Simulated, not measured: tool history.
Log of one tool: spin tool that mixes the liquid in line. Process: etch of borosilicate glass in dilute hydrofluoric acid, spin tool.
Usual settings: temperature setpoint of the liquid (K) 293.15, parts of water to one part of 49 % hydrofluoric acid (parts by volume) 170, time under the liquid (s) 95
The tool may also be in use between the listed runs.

run,day,temperature setpoint of the liquid (K),parts of water to one part of 49 % hydrofluoric acid (parts by volume),time under the liquid (s),"read-back film thickness of the borosilicate glass reference wafer, read on the same gauge (nm)",thickness taken off the borosilicate glass on a monitor wafer (Å)
1,0,293.15,170,50,40.02,77.1
2,1.067,293.15,120,95,40.02,219.7
3,1.779,293.15,170,95,40.02,145
4,2.675,293.15,170,95,39.98,144.4
5,3.458,293.15,230,95,40,100.6
6,4.025,293.15,170,95,40.01,147
7,5.125,293.15,170,95,40.01,144.9
8,5.708,293.15,170,95,40.01,147
9,6.404,293.15,170,95,39.97,148.3
10,7.204,293.15,170,95,40,146.9
11,9.225,293.15,170,95,40,146.1
12,10.254,293.15,235,95,40,98.2
13,11.7,293.15,235,95,40.02,99.3
14,12.421,293.15,170,95,40.03,145.2
15,12.971,293.15,170,95,40,147
16,13.546,293.15,170,95,39.99,146.5
# day 14.888: gauge calibrated
17,14.975,296.15,170,55,39.98,95.4
18,15.679,293.15,120,45,39.99,103.1
19,16.5,293.15,170,95,39.98,146.5
# day 17.146: thermometer replaced
20,17.242,293.15,170,95,40.04,147.6
21,18.504,291.15,115,95,39.98,210.8
22,19.646,298.15,195,95,40.02,151.3
# day 20.096: hydrofluoric acid flow meter replaced
23,20.925,293.15,125,95,40.02,207.6
24,22.004,290.15,130,110,39.97,204.9
25,23.45,293.15,170,95,39.98,148.4
26,24.225,293.15,120,45,40.01,102.7
27,25.108,293.15,170,95,39.95,145.9
28,25.825,290.15,105,110,39.99,258.4
29,28.1,290.15,115,60,40,126
30,29.158,290.15,225,150,40.01,146.4
31,30.346,294.65,120,140,39.98,343.5
32,30.854,293.15,170,95,40.02,146.5
33,31.392,295.65,205,130,40.02,177

3 ways to go on from here, each from the tool as it stands after run 33. What would each give?
A,31.408,293.15,170,40,?,?
B,31.408,297.15,170,95,?,?
C,31.408,293.15,245,95,?,?

run,"read-back film thickness of the borosilicate glass reference wafer, read on the same gauge (nm)",thickness taken off the borosilicate glass on a monitor wafer (Å)
A,39.96,61.5
B,39.96,170.4
C,39.96,94.2
Without the tool's hidden state the same runs would have given:
run,thickness taken off the borosilicate glass on a monitor wafer (Å)
A,61.5
B,170.4
C,94.2

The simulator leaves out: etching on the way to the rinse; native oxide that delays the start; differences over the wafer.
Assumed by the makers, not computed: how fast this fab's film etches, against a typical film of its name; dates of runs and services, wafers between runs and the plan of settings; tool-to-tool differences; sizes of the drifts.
